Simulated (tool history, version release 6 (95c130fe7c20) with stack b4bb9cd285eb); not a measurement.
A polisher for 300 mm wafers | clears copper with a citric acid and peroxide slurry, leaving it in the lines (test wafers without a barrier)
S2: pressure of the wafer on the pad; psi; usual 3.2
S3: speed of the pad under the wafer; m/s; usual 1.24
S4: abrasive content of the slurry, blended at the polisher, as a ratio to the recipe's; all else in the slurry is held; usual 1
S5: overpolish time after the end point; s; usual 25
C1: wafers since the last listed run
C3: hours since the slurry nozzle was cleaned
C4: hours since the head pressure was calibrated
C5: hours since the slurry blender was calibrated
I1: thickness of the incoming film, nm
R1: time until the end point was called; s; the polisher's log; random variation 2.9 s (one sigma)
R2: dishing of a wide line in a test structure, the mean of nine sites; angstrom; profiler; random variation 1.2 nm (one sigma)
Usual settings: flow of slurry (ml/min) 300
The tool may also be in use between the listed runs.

run 1 hour=0 | flow_of_slurry_(ml/min)=300 S2=3.2 S3=1.24 S4=0.8 S5=25 | C1=0 wafers_polished_on_this_pad=529 C3=725 C4=176.1 C5=71.7 | I1=450.6 | R1=175.3 R2=464
run 2 hour=6.1 | flow_of_slurry_(ml/min)=300 S2=3.2 S3=1.24 S4=1 S5=25 | C1=41 wafers_polished_on_this_pad=571 C3=731.1 C4=182.2 C5=77.8 | I1=448 | R1=162.7 R2=471
run 3 hour=22.4 | flow_of_slurry_(ml/min)=300 S2=3.2 S3=1.24 S4=1 S5=25 | C1=111 wafers_polished_on_this_pad=683 C3=747.4 C4=198.5 C5=94.1 | I1=452.7 | R1=166.8 R2=488
run 4 hour=30.7 | flow_of_slurry_(ml/min)=300 S2=3.2 S3=1.24 S4=1.15 S5=25 | C1=56 wafers_polished_on_this_pad=740 C3=755.7 C4=206.8 C5=102.4 | I1=447.1 | R1=168.3 R2=489
-- hour=41.7 slurry blender recalibrated
run 5 hour=44.9 | flow_of_slurry_(ml/min)=300 S2=3.2 S3=1.24 S4=1.15 S5=25 | C1=83 wafers_polished_on_this_pad=823 C3=769.9 C4=221 C5=3.2 | I1=449 | R1=149.7 R2=504
run 6 hour=53.4 | flow_of_slurry_(ml/min)=300 S2=3.2 S3=1.24 S4=1 S5=22 | C1=58 wafers_polished_on_this_pad=882 C3=778.4 C4=229.5 C5=11.7 | I1=448.1 | R1=157.7 R2=454
run 7 hour=63.2 | flow_of_slurry_(ml/min)=300 S2=3.2 S3=1.24 S4=1 S5=22 | C1=67 wafers_polished_on_this_pad=949 C3=788.2 C4=239.3 C5=21.5 | I1=454.1 | R1=161 R2=450
run 8 hour=78 | flow_of_slurry_(ml/min)=300 S2=3.2 S3=1.24 S4=1 S5=22 | C1=101 wafers_polished_on_this_pad=1051 C3=803 C4=254.1 C5=36.3 | I1=452.2 | R1=166.5 R2=467
run 9 hour=89.8 | flow_of_slurry_(ml/min)=300 S2=3.2 S3=1.24 S4=1 S5=25 | C1=81 wafers_polished_on_this_pad=1132 C3=814.8 C4=265.9 C5=48.1 | I1=455.9 | R1=163.7 R2=512
run 10 hour=103.4 | flow_of_slurry_(ml/min)=300 S2=3.2 S3=1.42 S4=0.7 S5=25 | C1=93 wafers_polished_on_this_pad=1225 C3=828.4 C4=279.5 C5=61.7 | I1=451.5 | R1=162.8 R2=490
run 11 hour=111.7 | flow_of_slurry_(ml/min)=300 S2=3.2 S3=1.1 S4=1 S5=37 | C1=56 wafers_polished_on_this_pad=1282 C3=836.7 C4=287.8 C5=70 | I1=458.9 | R1=191.9 R2=602
run 12 hour=128.1 | flow_of_slurry_(ml/min)=260 S2=2.4 S3=1.24 S4=1.2 S5=25 | C1=112 wafers_polished_on_this_pad=1395 C3=853.1 C4=304.2 C5=86.4 | I1=448.7 | R1=222.9 R2=369
-- hour=135.2 worn pad replaced by a new one
run 13 hour=138.7 | flow_of_slurry_(ml/min)=200 S2=2.6 S3=1.24 S4=1 S5=12 | C1=45 wafers_polished_on_this_pad=23 C3=863.7 C4=314.8 C5=97 | I1=440 | R1=215.4 R2=194
-- hour=140.5 slurry nozzle cleaned
-- hour=144.2 slurry blender recalibrated
-- hour=148.2 head pressure recalibrated
run 14 hour=148.7 | flow_of_slurry_(ml/min)=300 S2=3.2 S3=1.24 S4=0.7 S5=25 | C1=34 wafers_polished_on_this_pad=58 C3=8.2 C4=0.5 C5=4.5 | I1=454.3 | R1=171.6 R2=482
run 15 hour=159.9 | flow_of_slurry_(ml/min)=300 S2=3.2 S3=1.24 S4=1 S5=25 | C1=76 wafers_polished_on_this_pad=135 C3=19.4 C4=11.7 C5=15.7 | I1=454.6 | R1=167.2 R2=513
run 16 hour=167.3 | flow_of_slurry_(ml/min)=300 S2=3.2 S3=1.24 S4=0.8 S5=25 | C1=50 wafers_polished_on_this_pad=185 C3=26.8 C4=19.1 C5=23.1 | I1=450.2 | R1=168.8 R2=477
run 17 hour=210 | flow_of_slurry_(ml/min)=300 S2=3.2 S3=1.24 S4=1 S5=35 | C1=293 wafers_polished_on_this_pad=479 C3=69.5 C4=61.8 C5=65.8 | I1=448 | R1=165.8 R2=655
run 18 hour=220.8 | flow_of_slurry_(ml/min)=300 S2=2.6 S3=1.24 S4=1 S5=25 | C1=74 wafers_polished_on_this_pad=553 C3=80.3 C4=72.6 C5=76.6 | I1=454.8 | R1=205 R2=417
run 19 hour=235.2 | flow_of_slurry_(ml/min)=300 S2=3.2 S3=0.94 S4=0.9 S5=25 | C1=98 wafers_polished_on_this_pad=652 C3=94.7 C4=87 C5=91 | I1=443.6 | R1=217.2 R2=378
run 20 hour=246.5 | flow_of_slurry_(ml/min)=300 S2=3.2 S3=1.24 S4=1 S5=25 | C1=77 wafers_polished_on_this_pad=729 C3=106 C4=98.3 C5=102.3 | I1=447.4 | R1=171.8 R2=473
-- hour=260.2 slurry blender recalibrated
run 21 hour=263.7 | flow_of_slurry_(ml/min)=300 S2=3.2 S3=1.5 S4=1 S5=25 | C1=104 wafers_polished_on_this_pad=834 C3=123.2 C4=115.5 C5=3.5 | I1=453.2 | R1=136 R2=583
run 22 hour=274.8 | flow_of_slurry_(ml/min)=300 S2=2.6 S3=1.24 S4=1 S5=25 | C1=76 wafers_polished_on_this_pad=910 C3=134.3 C4=126.6 C5=14.6 | I1=449.8 | R1=193.5 R2=432
run 23 hour=288.1 | flow_of_slurry_(ml/min)=300 S2=3.2 S3=1.02 S4=1 S5=12 | C1=91 wafers_polished_on_this_pad=1001 C3=147.6 C4=139.9 C5=27.9 | I1=449.9 | R1=185.3 R2=225
run 24 hour=301.8 | flow_of_slurry_(ml/min)=300 S2=3.2 S3=1.58 S4=1 S5=25 | C1=94 wafers_polished_on_this_pad=1095 C3=161.3 C4=153.6 C5=41.6 | I1=448.3 | R1=131.6 R2=587
run 25 hour=309 | flow_of_slurry_(ml/min)=300 S2=3.2 S3=1.24 S4=0.7 S5=25 | C1=49 wafers_polished_on_this_pad=1145 C3=168.5 C4=160.8 C5=48.8 | I1=455.7 | R1=172.8 R2=453
run 26 hour=325.4 | flow_of_slurry_(ml/min)=405 S2=2.5 S3=1.24 S4=1 S5=25 | C1=112 wafers_polished_on_this_pad=1257 C3=184.9 C4=177.2 C5=65.2 | I1=449.3 | R1=206.5 R2=407
-- hour=356.3 worn pad replaced by a new one
run 27 hour=374.4 | flow_of_slurry_(ml/min)=300 S2=3.2 S3=1.24 S4=1 S5=25 | C1=308 wafers_polished_on_this_pad=124 C3=233.9 C4=226.2 C5=114.2 | I1=457.3 | R1=184.5 R2=462

Measured less the same run without the tool's hidden state. The same run-to-run variation is in both; the gauge's scatter may not be:
The hidden state here: removal rate lost through wear of the pad, %; slurry flow missing at the pad, %; deviation of the head's pressure from its setpoint, %; abrasive missing from the slurry, %.
run=1 R1=+7.5 R2=-17
run=2 R1=+8.5 R2=-21
run=3 R1=+13.3 R2=-34
run=4 R1=+16.5 R2=-43
run=5 R1=+2.4 R2=-7
run=6 R1=+2.5 R2=-6
run=7 R1=+3.1 R2=-7
run=8 R1=+4.4 R2=-11
run=9 R1=+5.7 R2=-15
run=10 R1=+7.4 R2=-19
run=11 R1=+11.1 R2=-28
run=12 R1=+19.1 R2=-29
run=13 R1=+22.4 R2=-21
run=14 R1=+0.6 R2=-1
run=15 R1=+0.9 R2=-2
run=16 R1=+1.3 R2=-3
run=17 R1=+6.6 R2=-20
run=18 R1=+11 R2=-19
run=19 R1=+16.5 R2=-26
run=20 R1=+17.2 R2=-43
run=21 R1=+0 R2=+0
run=22 R1=+0.4 R2=+0
run=23 R1=+1.2 R2=-2
run=24 R1=+1.9 R2=-7
run=25 R1=+3.2 R2=-7
run=26 R1=+7.3 R2=-13
run=27 R1=+22.9 R2=-53

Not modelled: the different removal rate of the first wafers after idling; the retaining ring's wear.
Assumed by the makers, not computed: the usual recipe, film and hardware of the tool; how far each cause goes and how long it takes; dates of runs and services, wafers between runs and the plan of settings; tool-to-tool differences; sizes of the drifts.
